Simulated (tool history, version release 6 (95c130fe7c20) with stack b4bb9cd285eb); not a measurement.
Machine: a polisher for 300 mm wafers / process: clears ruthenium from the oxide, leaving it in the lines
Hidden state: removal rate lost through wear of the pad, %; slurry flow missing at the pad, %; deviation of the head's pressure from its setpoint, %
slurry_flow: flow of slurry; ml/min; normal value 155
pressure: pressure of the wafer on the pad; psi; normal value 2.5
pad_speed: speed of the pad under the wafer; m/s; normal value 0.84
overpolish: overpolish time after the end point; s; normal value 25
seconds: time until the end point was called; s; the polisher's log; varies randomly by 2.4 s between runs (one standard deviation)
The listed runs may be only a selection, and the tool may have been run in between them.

| run | hour | slurry_flow | pressure | pad_speed | overpolish | wafers since the last listed run | wafers polished on this pad | hours since the slurry nozzle was cleaned | hours since the head pressure was calibrated | incoming thickness of the incoming film, nm | seconds |
|---|---|---|---|---|---|---|---|---|---|---|---|
| 1 | 0 | 155 | 2.5 | 0.84 | 25 | 0 | 596 | 32.3 | 614.8 | 161.1 | 169.3 |
| 2 | 30.1 | 155 | 2.5 | 0.84 | 29 | 182 | 778 | 62.4 | 644.9 | 160.4 | 168.8 |
| 3 | 48.8 | 155 | 2.5 | 0.84 | 29 | 113 | 891 | 81.1 | 663.6 | 156.8 | 176.9 |
| 4 | 65.1 | 155 | 2.5 | 0.84 | 29 | 98 | 990 | 97.4 | 679.9 | 157.4 | 175.9 |
| 5 | 85.8 | 155 | 2.5 | 0.92 | 25 | 125 | 1116 | 118.1 | 700.6 | 159.1 | 162 |
| 6 | 109 | 155 | 2.3 | 0.84 | 25 | 140 | 1256 | 141.3 | 723.8 | 158.8 | 192 |
| 7 | 134.2 | 155 | 2.5 | 0.98 | 25 | 152 | 1409 | 166.5 | 749 | 162.5 | 160.2 |
|  | 145.5 | worn pad replaced by a new one |
| 8 | 169.9 | 155 | 2.5 | 0.84 | 25 | 192 | 148 | 202.2 | 784.7 | 160.8 | 173.7 |
|  | 181.4 | head pressure recalibrated |
| 9 | 188.9 | 155 | 2.5 | 0.84 | 25 | 103 | 251 | 221.2 | 7.5 | 160.3 | 147.7 |
| 10 | 211.1 | 155 | 2.5 | 0.84 | 25 | 134 | 385 | 243.4 | 29.7 | 162.6 | 154.4 |
| 11 | 239.8 | 155 | 2.5 | 0.98 | 33 | 173 | 559 | 272.1 | 58.4 | 159.3 | 132.2 |
| 12 | 266 | 155 | 2.5 | 0.84 | 25 | 158 | 718 | 298.3 | 84.6 | 158.2 | 152 |
| 13 | 294.3 | 205 | 1.8 | 0.7 | 37 | 171 | 890 | 326.6 | 112.9 | 160.4 | 257.2 |
| 14 | 326.3 | 195 | 2.5 | 0.64 | 25 | 193 | 1084 | 358.6 | 144.9 | 158.5 | 210.5 |
| 15 | 346.7 | 155 | 2.1 | 0.7 | 16 | 123 | 1207 | 379 | 165.3 | 158.4 | 232.8 |
| 16 | 379 | 115 | 3.1 | 0.84 | 37 | 195 | 1403 | 411.3 | 197.6 | 157.2 | 146.5 |
|  | 385.7 | worn pad replaced by a new one |
| 17 | 436.4 | 185 | 2.5 | 0.84 | 25 | 323 | 307 | 468.7 | 255 | 159.8 | 160.7 |
| 18 | 469.1 | 155 | 2.5 | 0.96 | 25 | 198 | 505 | 501.4 | 287.7 | 163.2 | 149.6 |
| 19 | 486.5 | 155 | 2.5 | 0.98 | 25 | 105 | 610 | 518.8 | 305.1 | 157.9 | 146.1 |
|  | 496.3 | slurry nozzle cleaned |
| 20 | 504.8 | 190 | 3.2 | 1.04 | 25 | 104 | 715 | 8.5 | 323.4 | 159.1 | 103.9 |
| 21 | 531.9 | 155 | 2.5 | 0.84 | 25 | 164 | 880 | 35.6 | 350.5 | 158.6 | 171.9 |
| 22 | 565.4 | 155 | 1.9 | 0.84 | 25 | 203 | 1083 | 69.1 | 384 | 158.7 | 231 |
| 23 | 596.5 | 155 | 2.5 | 1.04 | 25 | 188 | 1271 | 100.2 | 415.1 | 161.3 | 145.2 |
| 24 | 621.3 | 155 | 2.5 | 0.84 | 25 | 150 | 1422 | 125 | 439.9 | 160.8 | 185.9 |
|  | 650.6 | worn pad replaced by a new one |
| 25 | 672.1 | 155 | 2.5 | 0.84 | 25 | 283 | 130 | 175.8 | 490.7 | 162.1 | 168.2 |
| 26 | 707.6 | 175 | 2.1 | 0.84 | 25 | 215 | 345 | 211.3 | 526.2 | 160.9 | 206.3 |
| 27 | 724.9 | 155 | 3.4 | 0.84 | 17 | 104 | 450 | 228.6 | 543.5 | 163 | 128 |
| 28 | 774.5 | 155 | 2.5 | 0.84 | 25 | 300 | 751 | 278.2 | 593.1 | 160.1 | 173.3 |
| 29 | 801.7 | 155 | 2.5 | 0.58 | 36 | 164 | 916 | 305.4 | 620.3 | 159.5 | 244.7 |
| 30 | 817.9 | 130 | 2.5 | 0.84 | 25 | 98 | 1014 | 321.6 | 636.5 | 159.1 | 183.6 |
| 31 | 831.2 | 155 | 2.5 | 0.84 | 25 | 80 | 1094 | 334.9 | 649.8 | 160.1 | 179.1 |
| 32 | 857.3 | 175 | 2.5 | 0.84 | 16 | 158 | 1253 | 361 | 675.9 | 159.3 | 184.8 |
| 33 | 869.3 | 155 | 2.5 | 0.84 | 25 | 72 | 1325 | 373 | 687.9 | 159.8 | 188.7 |
|  | 887.1 | worn pad replaced by a new one |
| 34 | 901 | 155 | 2.5 | 0.84 | 25 | 167 | 84 | 404.7 | 719.6 | 159.5 | 166.1 |
|  | 929.2 | head pressure recalibrated |
| 35 | 931.9 | 155 | 2.5 | 1.02 | 25 | 175 | 259 | 435.6 | 2.7 | 161.4 | 130.8 |
| 36 | 944.4 | 135 | 2.5 | 0.98 | 39 | 75 | 335 | 448.1 | 15.2 | 160.4 | 138.2 |

Consider 5 possible next runs. They are alternatives, not a sequence: every one starts from the tool as it was left by run 36. What does each give?
| A | 944.9 | 155 | 2.5 | 0.84 | 17 | 3 | 338 | 448.6 | 15.7 | 161.2 | ? |
| B | 944.9 | 180 | 2.5 | 0.84 | 25 | 3 | 338 | 448.6 | 15.7 | 161.2 | ? |
| C | 944.9 | 155 | 2.5 | 0.94 | 25 | 3 | 338 | 448.6 | 15.7 | 161.2 | ? |
| D | 944.9 | 200 | 3.3 | 0.96 | 37 | 3 | 338 | 448.6 | 15.7 | 161.2 | ? |
| E | 944.9 | 130 | 2.5 | 0.68 | 18 | 3 | 338 | 448.6 | 15.7 | 161.2 | ? |

| run | seconds |
|---|---|
| A | 156.1 |
| B | 153 |
| C | 140.3 |
| D | 100.8 |
| E | 195.5 |
Without the tool's hidden state the same runs would have given:
| run | seconds |
|---|---|
| A | 148.1 |
| B | 145.2 |
| C | 133.1 |
| D | 95.6 |
| E | 185.4 |
